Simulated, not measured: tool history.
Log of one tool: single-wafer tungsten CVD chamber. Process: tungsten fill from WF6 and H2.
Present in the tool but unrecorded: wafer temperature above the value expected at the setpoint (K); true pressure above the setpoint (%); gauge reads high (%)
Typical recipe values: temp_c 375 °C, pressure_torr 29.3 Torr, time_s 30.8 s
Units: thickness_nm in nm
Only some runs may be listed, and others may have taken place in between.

| run | hour | temp_c | pressure_torr | time_s | wafers since the last listed run | hours since the last thermocouple change | hours since the last manometer calibration | hours since the showerhead was replaced | hours since the gauge calibration | read-back reference wafer on the same gauge, thickness_nm | thickness_nm |
|---|---|---|---|---|---|---|---|---|---|---|---|
| 1 | 0.0 | 375 | 29.3 | 30.8 | 0 | 2506.8 | 1580.1 | 4716.1 | 576.2 | 70.229 | 60.617 |
| 2 | 25.8 | 375 | 26.8 | 26.7 | 383 | 2532.6 | 1605.9 | 4741.9 | 602.0 | 70.381 | 50.227 |
| 3 | 44.1 | 375 | 29.3 | 30.8 | 272 | 2550.9 | 1624.2 | 4760.2 | 620.3 | 70.266 | 60.797 |
|  | 73.8 | capacitance manometer re-zeroed and calibrated |
| 4 | 74.3 | 375 | 29.3 | 30.8 | 330 | 2581.1 | 0.5 | 4790.4 | 650.5 | 70.313 | 63.164 |
|  | 90.2 | gauge calibrated |
| 5 | 92.9 | 375 | 29.3 | 30.8 | 276 | 2599.7 | 19.1 | 4809.0 | 2.7 | 70.327 | 63.465 |
| 6 | 111.8 | 375 | 29.3 | 30.8 | 280 | 2618.6 | 38.0 | 4827.9 | 21.6 | 70.453 | 62.849 |
|  | 123.7 | thermocouple changed; heater temperature recalibrated |
| 7 | 145.8 | 375 | 29.3 | 30.8 | 386 | 22.1 | 72.0 | 4861.9 | 55.6 | 70.408 | 63.545 |
| 8 | 166.0 | 375 | 27.6 | 30.8 | 300 | 42.3 | 92.2 | 4882.1 | 75.8 | 70.228 | 61.661 |
| 9 | 178.5 | 375 | 26.0 | 30.8 | 185 | 54.8 | 104.7 | 4894.6 | 88.3 | 70.255 | 59.737 |
| 10 | 195.3 | 385 | 36.4 | 30.8 | 249 | 71.6 | 121.5 | 4911.4 | 105.1 | 70.239 | 84.606 |
| 11 | 209.5 | 387 | 25.8 | 34.4 | 211 | 85.8 | 135.7 | 4925.6 | 119.3 | 70.319 | 84.740 |
| 12 | 226.3 | 375 | 34.7 | 29.1 | 249 | 102.6 | 152.5 | 4942.4 | 136.1 | 70.367 | 63.936 |
| 13 | 307.5 | 380 | 23.1 | 34.1 | 1207 | 183.8 | 233.7 | 5023.6 | 217.3 | 70.396 | 69.087 |
| 14 | 342.9 | 371 | 36.1 | 25.3 | 526 | 219.2 | 269.1 | 5059.0 | 252.7 | 70.266 | 51.551 |
| 15 | 370.6 | 375 | 29.3 | 30.8 | 411 | 246.9 | 296.8 | 5086.7 | 280.4 | 70.344 | 61.576 |
| 16 | 399.3 | 361 | 25.7 | 36.9 | 426 | 275.6 | 325.5 | 5115.4 | 309.1 | 70.256 | 52.674 |
|  | 412.1 | showerhead replaced |
| 17 | 412.6 | 375 | 29.3 | 35.6 | 78 | 288.9 | 338.8 | 0.5 | 322.4 | 70.190 | 72.088 |
| 18 | 443.3 | 375 | 29.3 | 28.7 | 456 | 319.6 | 369.5 | 31.2 | 353.1 | 70.194 | 58.204 |
| 19 | 464.6 | 375 | 25.4 | 30.8 | 316 | 340.9 | 390.8 | 52.5 | 374.4 | 70.429 | 58.317 |
| 20 | 497.3 | 375 | 29.3 | 30.8 | 486 | 373.6 | 423.5 | 85.2 | 407.1 | 70.280 | 61.773 |
| 21 | 522.9 | 375 | 29.3 | 30.8 | 380 | 399.2 | 449.1 | 110.8 | 432.7 | 70.275 | 61.762 |
| 22 | 556.1 | 381 | 36.0 | 36.4 | 493 | 432.4 | 482.3 | 144.0 | 465.9 | 70.340 | 91.056 |
| 23 | 568.4 | 380 | 29.3 | 30.8 | 182 | 444.7 | 494.6 | 156.3 | 478.2 | 70.239 | 68.480 |
| 24 | 599.3 | 375 | 29.3 | 30.8 | 459 | 475.6 | 525.5 | 187.2 | 509.1 | 70.288 | 61.963 |
| 25 | 611.6 | 375 | 29.3 | 30.8 | 182 | 487.9 | 537.8 | 199.5 | 521.4 | 70.342 | 61.413 |

Run 26 comes next. What will it give?
| 26 | 640.8 | 375 | 22.3 | 30.8 | 434 | 517.1 | 567.0 | 228.7 | 550.6 | ? | ? |

Run 26 measured read-back reference wafer on the same gauge, thickness_nm 70.329, thickness_nm 54.630 nm.
Without the tool's hidden state the same run would have given thickness_nm 55.326 nm.

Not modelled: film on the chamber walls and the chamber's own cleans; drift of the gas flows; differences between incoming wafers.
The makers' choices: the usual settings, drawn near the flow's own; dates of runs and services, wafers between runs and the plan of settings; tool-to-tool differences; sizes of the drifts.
